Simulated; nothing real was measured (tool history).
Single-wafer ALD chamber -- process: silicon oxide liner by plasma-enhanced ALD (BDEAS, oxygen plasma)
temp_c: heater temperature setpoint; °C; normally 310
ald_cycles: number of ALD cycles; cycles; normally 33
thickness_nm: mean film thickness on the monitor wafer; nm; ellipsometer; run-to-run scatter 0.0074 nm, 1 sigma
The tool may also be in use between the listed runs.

run,hour,temp_c,ald_cycles,wafers since the last listed run,hours since the last thermocouple change,hours since the gauge calibration,"read-back reference wafer on the same gauge, thickness_nm",thickness_nm
1,0.0,310,33,0,2156.4,687.1,3.133,2.970
2,66.5,310,33,772,2222.9,753.6,3.135,2.975
3,103.4,310,33,428,2259.8,790.5,3.140,2.974
4,174.7,310,33,828,2331.1,861.8,3.138,2.983
5,217.9,310,36,501,2374.3,905.0,3.143,3.257
6,247.1,310,36,339,2403.5,934.2,3.144,3.256
7,317.9,310,35,822,2474.3,1005.0,3.150,3.189
8,369.5,310,35,599,2525.9,1056.6,3.155,3.178
9,435.5,310,28,766,2591.9,1122.6,3.162,2.536
10,461.8,310,28,305,2618.2,1148.9,3.156,2.543
11,491.2,320,36,341,2647.6,1178.3,3.161,3.227
12,519.4,310,33,327,2675.8,1206.5,3.165,3.006
13,578.6,310,33,687,2735.0,1265.7,3.167,2.996
# hour 641.1: gauge calibrated
14,703.1,310,33,1446,2859.5,62.0,3.120,2.952
15,727.3,310,33,281,2883.7,86.2,3.122,2.958
16,753.9,310,30,309,2910.3,112.8,3.119,2.688
17,783.8,310,33,347,2940.2,142.7,3.122,2.962
# hour 799.7: thermocouple changed; heater temperature recalibrated
18,850.8,302,38,685,51.1,209.7,3.117,3.459
19,882.6,314,27,369,82.9,241.5,3.117,2.411
20,952.3,310,36,809,152.6,311.2,3.122,3.232
21,976.4,306,39,279,176.7,335.3,3.126,3.522
22,1156.0,321,33,2086,356.3,514.9,3.124,2.930
23,1189.6,310,33,390,389.9,548.5,3.127,2.970
24,1235.4,324,35,532,435.7,594.3,3.129,3.094
25,1264.6,299,33,339,464.9,623.5,3.130,3.002
26,1326.1,310,31,714,526.4,685.0,3.129,2.780
27,1502.6,324,33,2050,702.9,861.5,3.140,2.944

How would selected steps in thickness_nm from run to run divide? Give the signed amount a tool lacking its hidden state would still show from settings, what came in and random variation, and the signed amount left for the hidden state, including any gauge scatter that is not in both of the compared results.
Unlogged tool condition in this case: wafer temperature above the value expected at the setpoint (K); gauge reads high (%).
Run 10 -> 11: temp_c 310 -> 320, ald_cycles 28 -> 36. thickness_nm +0.684 nm: hidden state +0.008, all else +0.676.
Run 13 -> 14: gauge calibrated. thickness_nm -0.044 nm: hidden state -0.045, all else +0.001.
Run 18 -> 19: temp_c 302 -> 314, ald_cycles 38 -> 27. thickness_nm -1.048 nm: hidden state +0.004, all else -1.052.
Run 19 -> 20: temp_c 314 -> 310, ald_cycles 27 -> 36. thickness_nm +0.821 nm: hidden state -0.002, all else +0.823.

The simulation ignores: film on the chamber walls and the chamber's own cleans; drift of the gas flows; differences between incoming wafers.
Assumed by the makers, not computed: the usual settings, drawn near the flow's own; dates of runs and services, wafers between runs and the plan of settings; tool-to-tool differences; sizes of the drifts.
